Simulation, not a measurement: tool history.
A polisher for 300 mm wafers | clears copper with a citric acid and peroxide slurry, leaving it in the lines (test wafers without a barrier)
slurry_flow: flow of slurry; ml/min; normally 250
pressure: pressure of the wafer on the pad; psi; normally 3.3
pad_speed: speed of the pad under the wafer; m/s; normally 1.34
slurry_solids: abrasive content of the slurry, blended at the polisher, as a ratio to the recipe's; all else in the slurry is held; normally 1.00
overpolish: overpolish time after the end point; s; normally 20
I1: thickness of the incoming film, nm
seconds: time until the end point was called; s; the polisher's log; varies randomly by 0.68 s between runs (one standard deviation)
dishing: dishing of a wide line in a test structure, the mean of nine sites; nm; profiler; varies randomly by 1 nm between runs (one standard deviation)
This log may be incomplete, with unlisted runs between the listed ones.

run 1 hour=0.0 | slurry_flow=250 pressure=3.3 pad_speed=1.34 slurry_solids=1.00 overpolish=20 | I1=336.6 | seconds=85.9 dishing=51.1
-- hour=48.0 slurry nozzle cleaned
run 2 hour=102.3 | slurry_flow=250 pressure=3.3 pad_speed=1.34 slurry_solids=1.00 overpolish=20 | I1=327.9 | seconds=84.8 dishing=50.4
run 3 hour=179.3 | slurry_flow=250 pressure=3.3 pad_speed=1.34 slurry_solids=1.00 overpolish=20 | I1=324.9 | seconds=84.9 dishing=49.7
-- hour=210.4 worn pad replaced by a new one
run 4 hour=262.1 | slurry_flow=280 pressure=3.3 pad_speed=1.34 slurry_solids=1.00 overpolish=20 | I1=327.1 | seconds=85.2 dishing=51.2
-- hour=275.1 slurry blender recalibrated
run 5 hour=314.2 | slurry_flow=280 pressure=3.3 pad_speed=1.34 slurry_solids=1.00 overpolish=20 | I1=323.8 | seconds=82.2 dishing=51.6
run 6 hour=386.1 | slurry_flow=250 pressure=3.3 pad_speed=1.34 slurry_solids=1.00 overpolish=20 | I1=324.6 | seconds=84.9 dishing=51.1
run 7 hour=472.7 | slurry_flow=250 pressure=3.3 pad_speed=1.34 slurry_solids=1.00 overpolish=20 | I1=332.0 | seconds=87.5 dishing=49.6
-- hour=514.0 head pressure recalibrated
-- hour=532.7 worn pad replaced by a new one
run 8 hour=561.3 | slurry_flow=250 pressure=3.3 pad_speed=1.34 slurry_solids=1.00 overpolish=20 | I1=330.0 | seconds=86.5 dishing=49.9
-- hour=597.5 slurry blender recalibrated
run 9 hour=598.6 | slurry_flow=250 pressure=3.3 pad_speed=1.34 slurry_solids=1.00 overpolish=20 | I1=332.6 | seconds=85.0 dishing=53.0
run 10 hour=638.6 | slurry_flow=250 pressure=2.9 pad_speed=1.14 slurry_solids=1.00 overpolish=20 | I1=328.9 | seconds=106.2 dishing=40.9
run 11 hour=702.2 | slurry_flow=250 pressure=2.9 pad_speed=1.14 slurry_solids=1.00 overpolish=20 | I1=325.6 | seconds=107.3 dishing=40.9
run 12 hour=789.6 | slurry_flow=275 pressure=4.4 pad_speed=1.34 slurry_solids=1.00 overpolish=14 | I1=329.0 | seconds=64.6 dishing=47.5
-- hour=831.8 worn pad replaced by a new one
-- hour=840.1 slurry nozzle cleaned
run 13 hour=842.4 | slurry_flow=285 pressure=3.3 pad_speed=1.62 slurry_solids=1.00 overpolish=8 | I1=329.1 | seconds=73.4 dishing=24.9
run 14 hour=916.8 | slurry_flow=200 pressure=3.3 pad_speed=1.62 slurry_solids=0.70 overpolish=28 | I1=336.8 | seconds=86.9 dishing=69.3
-- hour=969.2 slurry blender recalibrated
run 15 hour=1017.8 | slurry_flow=250 pressure=3.3 pad_speed=1.34 slurry_solids=1.00 overpolish=20 | I1=327.8 | seconds=85.5 dishing=51.7
run 16 hour=1095.4 | slurry_flow=250 pressure=3.3 pad_speed=1.60 slurry_solids=1.00 overpolish=20 | I1=326.8 | seconds=74.2 dishing=55.0
-- hour=1143.3 worn pad replaced by a new one
run 17 hour=1175.4 | slurry_flow=250 pressure=3.3 pad_speed=1.34 slurry_solids=1.00 overpolish=20 | I1=326.3 | seconds=84.8 dishing=50.6
run 18 hour=1219.2 | slurry_flow=250 pressure=3.3 pad_speed=1.34 slurry_solids=1.00 overpolish=20 | I1=325.1 | seconds=86.0 dishing=50.8
run 19 hour=1283.9 | slurry_flow=250 pressure=3.3 pad_speed=1.10 slurry_solids=1.00 overpolish=31 | I1=327.4 | seconds=99.3 dishing=65.1
run 20 hour=1341.8 | slurry_flow=250 pressure=3.3 pad_speed=1.34 slurry_solids=1.10 overpolish=20 | I1=331.1 | seconds=85.8 dishing=50.2
run 21 hour=1395.6 | slurry_flow=205 pressure=3.6 pad_speed=1.34 slurry_solids=1.25 overpolish=16 | I1=328.7 | seconds=76.4 dishing=46.8
-- hour=1400.8 slurry blender recalibrated
-- hour=1519.1 worn pad replaced by a new one
run 22 hour=1632.7 | slurry_flow=250 pressure=3.3 pad_speed=0.96 slurry_solids=0.75 overpolish=20 | I1=331.1 | seconds=118.5 dishing=38.2
run 23 hour=1682.6 | slurry_flow=250 pressure=3.3 pad_speed=1.54 slurry_solids=1.00 overpolish=20 | I1=330.7 | seconds=79.2 dishing=51.7

What if the next run were any one of these 3? Each begins from the tool's condition after run 23:
run A hour=1683.1 | slurry_flow=250 pressure=3.3 pad_speed=1.34 slurry_solids=1.00 overpolish=20 | I1=326.5 | seconds=? dishing=?
run B hour=1683.1 | slurry_flow=250 pressure=3.3 pad_speed=0.88 slurry_solids=1.00 overpolish=12 | I1=326.5 | seconds=? dishing=?
run C hour=1683.1 | slurry_flow=250 pressure=3.3 pad_speed=1.18 slurry_solids=1.00 overpolish=20 | I1=326.5 | seconds=? dishing=?

run=A seconds=87.2 dishing=51.2
run=B seconds=117.3 dishing=25.0
run=C seconds=95.7 dishing=47.4
Had the tool no hidden state, the same runs would have come out as:
run=A seconds=84.1 dishing=52.8
run=B seconds=113.2 dishing=25.9
run=C seconds=92.4 dishing=48.8
